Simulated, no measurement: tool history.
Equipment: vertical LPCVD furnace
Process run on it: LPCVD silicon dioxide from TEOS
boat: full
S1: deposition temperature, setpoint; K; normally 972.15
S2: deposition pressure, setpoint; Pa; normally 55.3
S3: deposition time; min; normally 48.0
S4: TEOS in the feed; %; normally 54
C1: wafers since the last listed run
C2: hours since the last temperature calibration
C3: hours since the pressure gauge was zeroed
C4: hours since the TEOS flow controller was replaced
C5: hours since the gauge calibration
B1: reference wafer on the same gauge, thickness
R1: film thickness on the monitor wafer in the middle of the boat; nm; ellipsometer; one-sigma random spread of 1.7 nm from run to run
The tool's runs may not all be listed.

run    hour      S1    S2    S3  S4    C1      C2      C3      C4      C5      B1      R1
  1     0.0  972.15  55.3  48.0  62     0  1507.3  1023.5  4870.5   549.9  352.99  380.83
  2    30.3  972.15  55.3  48.0  62   687  1537.6  1053.8  4900.8   580.2  353.09  378.37
  3    64.2  972.15  55.3  48.0  54   769  1571.5  1087.7  4934.7   614.1  353.05  354.31
  4   263.1  972.15  55.3  48.0  54  4514  1770.4  1286.6  5133.6   813.0  352.90  355.68
  5   303.5  972.15  55.3  48.0  54   916  1810.8  1327.0  5174.0   853.4  353.03  352.86
  6   335.4  969.15  55.3  48.0  54   724  1842.7  1358.9  5205.9   885.3  353.12  329.80
  7   385.0  972.15  55.3  48.0  54  1125  1892.3  1408.5  5255.5   934.9  352.85  354.54
  8   414.1  972.15  58.7  48.0  49   660  1921.4  1437.6  5284.6   964.0  353.29  348.79
  9   443.7  972.15  58.7  48.0  49   671  1951.0  1467.2  5314.2   993.6  353.19  345.72
 10   482.4  972.15  55.3  48.0  54   878  1989.7  1505.9  5352.9  1032.3  353.05  354.68
      526.0  -- thermocouples replaced and temperature profile calibrated
 11   526.5  972.15  55.3  48.0  54   456     0.5  1550.0  5397.0  1076.4  353.13  355.31
 12   582.1  972.15  55.3  48.0  54  1261    56.1  1605.6  5452.6  1132.0  353.12  353.60
      624.2  -- pressure gauge zeroed
 13   624.7  981.15  59.3  32.0  65   422    98.7     0.5  5495.2  1174.6  352.83  335.26
 14   661.1  972.15  55.3  48.0  54   826   135.1    36.9  5531.6  1211.0  352.75  363.55
 15   700.4  972.15  55.3  48.0  62   891   174.4    76.2  5570.9  1250.3  353.26  387.00
 16   746.1  972.15  46.7  48.0  54  1037   220.1   121.9  5616.6  1296.0  352.86  330.49
      866.8  -- TEOS flow controller replaced
      893.6  -- gauge calibrated
 17   916.2  972.15  55.3  48.0  54  3315   390.2   292.0    49.4    22.6  353.20  359.56
 18   952.0  968.15  68.7  65.5  60   812   426.0   327.8    85.2    58.4  353.18  521.50
 19  1016.8  972.15  42.7  48.0  50  1470   490.8   392.6   150.0   123.2  352.97  300.47
 20  1077.1  961.15  65.3  62.5  49  1368   551.1   452.9   210.3   183.5  353.00  372.93
 21  1137.0  981.15  64.7  63.5  43  1359   611.0   512.8   270.2   243.4  352.94  561.22
 22  1189.3  972.15  55.3  48.0  54  1187   663.3   565.1   322.5   295.7  352.67  357.11
 23  1250.3  982.15  55.3  33.0  54  1384   724.3   626.1   383.5   356.7  352.81  307.31
 24  1305.0  983.15  46.7  32.0  59  1241   779.0   680.8   438.2   411.4  352.65  294.38

For each run, what was the tool's unlogged condition?
true tube temperature minus thermocouple reading, K: 0 at every run
deviation of the TEOS flow from its setpoint, %: 0 at every run
gauge reads high (%): 0 at every run
H1: true pressure minus gauge reading, mTorr
run      H1
  1   -15.6
  2   -15.8
  3   -16.1
  4   -17.1
  5   -17.3
  6   -17.4
  7   -17.6
  8   -17.8
  9   -17.9
 10     -18
 11   -18.1
 12   -18.3
 13   0.393
 14  -0.806
 15   -2.03
 16   -3.35
 17   -7.55
 18    -8.3
 19   -9.55
 20   -10.6
 21   -11.6
 22   -12.3
 23   -13.2
 24   -13.8

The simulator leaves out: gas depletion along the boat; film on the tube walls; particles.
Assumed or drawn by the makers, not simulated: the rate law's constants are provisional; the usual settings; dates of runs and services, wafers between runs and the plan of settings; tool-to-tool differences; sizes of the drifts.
